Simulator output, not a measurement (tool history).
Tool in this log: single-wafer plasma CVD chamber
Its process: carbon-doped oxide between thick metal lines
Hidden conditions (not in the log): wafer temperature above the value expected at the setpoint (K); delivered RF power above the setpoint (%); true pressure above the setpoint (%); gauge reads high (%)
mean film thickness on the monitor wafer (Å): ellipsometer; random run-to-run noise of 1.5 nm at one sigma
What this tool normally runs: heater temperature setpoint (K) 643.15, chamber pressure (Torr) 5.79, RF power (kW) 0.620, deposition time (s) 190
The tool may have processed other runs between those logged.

run,hour,heater temperature setpoint (K),chamber pressure (Torr),RF power (kW),deposition time (s),wafers since the last listed run,hours since the last thermocouple change,hours since the last RF generator calibration,hours since the last manometer calibration,hours since the showerhead was replaced,hours since the gauge calibration,"read-back reference wafer on the same gauge, thickness_nm",mean film thickness on the monitor wafer (Å)
1,0.0,643.15,5.79,0.620,190,0,1139.0,1792.4,1852.6,3654.3,272.8,950.298,9879.42
2,17.6,640.15,5.79,0.620,208,160,1156.6,1810.0,1870.2,3671.9,290.4,950.004,10889.12
3,50.6,640.15,5.79,0.620,208,300,1189.6,1843.0,1903.2,3704.9,323.4,949.706,10845.58
4,73.2,643.15,5.35,0.620,190,205,1212.2,1865.6,1925.8,3727.5,346.0,949.380,9740.56
5,104.4,643.15,5.35,0.620,190,284,1243.4,1896.8,1957.0,3758.7,377.2,949.558,9733.05
6,136.6,643.15,5.35,0.620,190,293,1275.6,1929.0,1989.2,3790.9,409.4,950.133,9711.86
7,160.3,643.15,5.79,0.620,190,215,1299.3,1952.7,2012.9,3814.6,433.1,949.485,9832.79
# hour 249.4: gauge calibrated
8,252.2,643.15,5.79,0.620,190,836,1391.2,2044.6,2104.8,3906.5,2.8,949.686,9806.48
# hour 270.8: showerhead replaced
# hour 280.1: RF generator calibrated
# hour 282.0: capacitance manometer re-zeroed and calibrated
9,282.5,657.15,5.79,0.620,227,112,1421.5,2.4,0.5,11.7,33.1,949.991,11767.79
10,373.5,643.15,5.79,0.505,190,828,1512.5,93.4,91.5,102.7,124.1,949.896,8088.57
# hour 412.5: thermocouple changed; heater temperature recalibrated
11,413.0,643.15,6.76,0.685,171,286,0.5,132.9,131.0,142.2,163.6,950.180,10056.98
12,430.2,643.15,4.98,0.730,178,156,17.7,150.1,148.2,159.4,180.8,949.646,10595.06
13,503.5,643.15,5.79,0.620,190,667,91.0,223.4,221.5,232.7,254.1,950.181,9972.69
14,532.7,632.15,4.66,0.705,190,265,120.2,252.6,250.7,261.9,283.3,949.631,11109.22
15,565.5,651.15,5.79,0.620,190,298,153.0,285.4,283.5,294.7,316.1,949.927,9813.10

Below are 3 alternative next runs, each starting from the tool's condition after run 15. Predict each:
A,566.0,643.15,4.86,0.620,190,4,153.5,285.9,284.0,295.2,316.6,?,?
B,566.0,639.15,6.52,0.620,163,4,153.5,285.9,284.0,295.2,316.6,?,?
C,566.0,643.15,7.13,0.620,218,4,153.5,285.9,284.0,295.2,316.6,?,?

run,"read-back reference wafer on the same gauge, thickness_nm",mean film thickness on the monitor wafer (Å)
A,950.095,9701.32
B,950.095,8806.36
C,950.095,11741.41
Without the tool's hidden state the same runs would have given:
run,mean film thickness on the monitor wafer (Å)
A,9849.16
B,8940.36
C,11920.34

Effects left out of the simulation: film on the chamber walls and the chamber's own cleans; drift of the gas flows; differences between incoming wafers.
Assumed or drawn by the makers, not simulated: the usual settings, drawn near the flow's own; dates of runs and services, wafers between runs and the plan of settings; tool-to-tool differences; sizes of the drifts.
